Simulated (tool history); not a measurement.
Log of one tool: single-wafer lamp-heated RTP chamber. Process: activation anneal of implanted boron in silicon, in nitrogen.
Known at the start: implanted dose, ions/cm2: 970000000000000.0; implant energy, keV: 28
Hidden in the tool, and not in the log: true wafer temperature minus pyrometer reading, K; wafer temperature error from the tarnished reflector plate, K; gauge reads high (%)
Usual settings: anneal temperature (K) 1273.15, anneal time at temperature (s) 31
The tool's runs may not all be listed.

run	hour	anneal temperature (K)	anneal time at temperature (s)	wafers since the last listed run	wafers since the last pyrometer calibration	wafers since the reflector plate was cleaned	hours since the gauge calibration	read-back reference wafer on the same gauge, sheet resistance	sheet resistance of the implanted and annealed layer (ohm/square)
1	0.0	1273.15	31	0	6651	10224	198.1	133.14	115.19
2	35.8	1273.15	31	411	7062	10635	233.9	133.06	114.37
3	62.5	1273.15	31	306	7369	10942	260.6	132.82	115.01
4	97.2	1273.15	31	398	7768	11341	295.3	133.19	114.86
# hour 116.0: reflector plate cleaned
5	116.4	1273.15	31	128	7897	4	314.5	132.85	115.14
6	135.0	1279.15	31	213	8110	218	333.1	133.02	114.14
7	159.7	1279.15	31	283	8394	501	357.8	132.95	114.10
# hour 164.3: gauge calibrated
8	175.2	1273.15	38	178	8572	680	10.9	132.91	113.95
# hour 186.1: pyrometer window cleaned and pyrometer calibrated
9	198.3	1273.15	31	173	140	853	34.0	132.95	115.48
10	232.7	1292.15	31	395	535	1248	68.4	132.95	112.09
11	250.1	1301.15	47	199	735	1448	85.8	132.81	110.70
12	270.1	1301.15	47	229	965	1678	105.8	133.02	111.13
13	294.7	1273.15	31	282	1248	1961	130.4	133.11	115.66
14	330.6	1303.15	14	412	1660	2374	166.3	132.94	112.46
15	346.1	1293.15	23	178	1838	2552	181.8	133.00	112.67

Forecast each of these 4 alternatives for the next run:
A	346.5	1273.15	40	4	1843	2556	182.2	?	?
B	346.5	1252.15	23	4	1843	2556	182.2	?	?
C	346.5	1273.15	46	4	1843	2556	182.2	?	?
D	346.5	1246.15	13	4	1843	2556	182.2	?	?

run	read-back reference wafer on the same gauge, sheet resistance	sheet resistance of the implanted and annealed layer (ohm/square)
A	132.99	114.89
B	132.99	125.19
C	132.99	114.61
D	132.99	134.57
Without the tool's hidden state the same runs would have given:
run	sheet resistance of the implanted and annealed layer (ohm/square)
A	114.89
B	125.19
C	114.61
D	134.57

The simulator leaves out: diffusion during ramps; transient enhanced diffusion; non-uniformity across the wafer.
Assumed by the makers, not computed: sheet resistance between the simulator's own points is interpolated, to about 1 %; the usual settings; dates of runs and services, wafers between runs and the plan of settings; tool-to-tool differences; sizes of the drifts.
